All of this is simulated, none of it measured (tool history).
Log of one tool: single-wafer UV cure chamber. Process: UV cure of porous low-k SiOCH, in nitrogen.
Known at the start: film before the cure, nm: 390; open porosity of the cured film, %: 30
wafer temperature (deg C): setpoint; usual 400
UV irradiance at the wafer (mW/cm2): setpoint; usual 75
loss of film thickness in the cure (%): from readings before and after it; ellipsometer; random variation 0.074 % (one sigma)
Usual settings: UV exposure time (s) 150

| run | hour | wafer temperature (deg C) | UV exposure time (s) | UV irradiance at the wafer (mW/cm2) | loss of film thickness in the cure (%) |
|---|---|---|---|---|---|
| 1 | 0.0 | 400 | 150 | 75 | 8.113 |
| 2 | 33.1 | 400 | 150 | 75 | 8.128 |
| 3 | 59.7 | 400 | 150 | 75 | 8.151 |
| 4 | 93.4 | 400 | 205 | 75 | 9.114 |
| 5 | 121.7 | 400 | 205 | 75 | 9.183 |
|  | 155.5 | quartz window cleaned |
| 6 | 156.0 | 400 | 150 | 75 | 8.328 |
| 7 | 187.3 | 400 | 150 | 75 | 8.377 |
| 8 | 218.9 | 400 | 150 | 75 | 8.300 |
| 9 | 246.8 | 389 | 150 | 45 | 6.043 |
| 10 | 269.5 | 389 | 150 | 45 | 5.852 |
| 11 | 289.8 | 389 | 150 | 45 | 5.862 |
| 12 | 325.5 | 411 | 195 | 75 | 9.310 |
| 13 | 340.4 | 400 | 100 | 75 | 6.348 |
| 14 | 372.2 | 400 | 100 | 75 | 6.334 |
| 15 | 397.4 | 400 | 100 | 75 | 6.291 |
| 16 | 431.3 | 411 | 150 | 75 | 8.199 |
| 17 | 444.9 | 413 | 175 | 75 | 8.838 |
| 18 | 480.5 | 400 | 65 | 64 | 3.979 |
|  | 553.0 | quartz window cleaned |
| 19 | 583.2 | 381 | 80 | 75 | 5.197 |
| 20 | 617.0 | 415 | 150 | 75 | 8.283 |
| 21 | 633.0 | 406 | 115 | 41 | 4.616 |
| 22 | 659.8 | 408 | 115 | 111 | 8.695 |
|  | 693.5 | UV bulbs replaced |
| 23 | 694.0 | 385 | 150 | 53 | 7.114 |
| 24 | 710.0 | 391 | 120 | 45 | 5.586 |
| 25 | 740.5 | 405 | 90 | 86 | 7.217 |
| 26 | 775.9 | 400 | 60 | 75 | 5.001 |
| 27 | 806.1 | 413 | 80 | 114 | 7.991 |
| 28 | 836.4 | 381 | 80 | 75 | 5.686 |
| 29 | 853.8 | 413 | 80 | 114 | 7.933 |
| 30 | 879.5 | 400 | 150 | 75 | 8.692 |
| 31 | 912.4 | 400 | 100 | 75 | 6.770 |
| 32 | 925.3 | 400 | 150 | 75 | 8.585 |

What the log doesn't show, run by run:
H1: lamp output below its setpoint, %
H2: transmission lost against a clean window, %
| run | H1 | H2 |
|---|---|---|
| 1 | 13 | 9.02 |
| 2 | 13.5 | 9.72 |
| 3 | 13.8 | 10.3 |
| 4 | 14.3 | 11 |
| 5 | 14.7 | 11.6 |
| 6 | 15.2 | 0.781 |
| 7 | 15.7 | 1.44 |
| 8 | 16.2 | 2.11 |
| 9 | 16.6 | 2.7 |
| 10 | 17 | 3.18 |
| 11 | 17.3 | 3.61 |
| 12 | 17.8 | 4.37 |
| 13 | 18.1 | 4.68 |
| 14 | 18.6 | 5.35 |
| 15 | 19 | 5.89 |
| 16 | 19.6 | 6.6 |
| 17 | 19.8 | 6.89 |
| 18 | 20.4 | 7.64 |
| 19 | 22.2 | 0.676 |
| 20 | 22.9 | 1.39 |
| 21 | 23.2 | 1.73 |
| 22 | 23.6 | 2.3 |
| 23 | 4.81 | 3.02 |
| 24 | 4.81 | 3.36 |
| 25 | 4.82 | 4 |
| 26 | 4.83 | 4.75 |
| 27 | 4.86 | 5.39 |
| 28 | 4.89 | 6.03 |
| 29 | 4.91 | 6.4 |
| 30 | 4.94 | 6.94 |
| 31 | 4.99 | 7.64 |
| 32 | 5.01 | 7.91 |
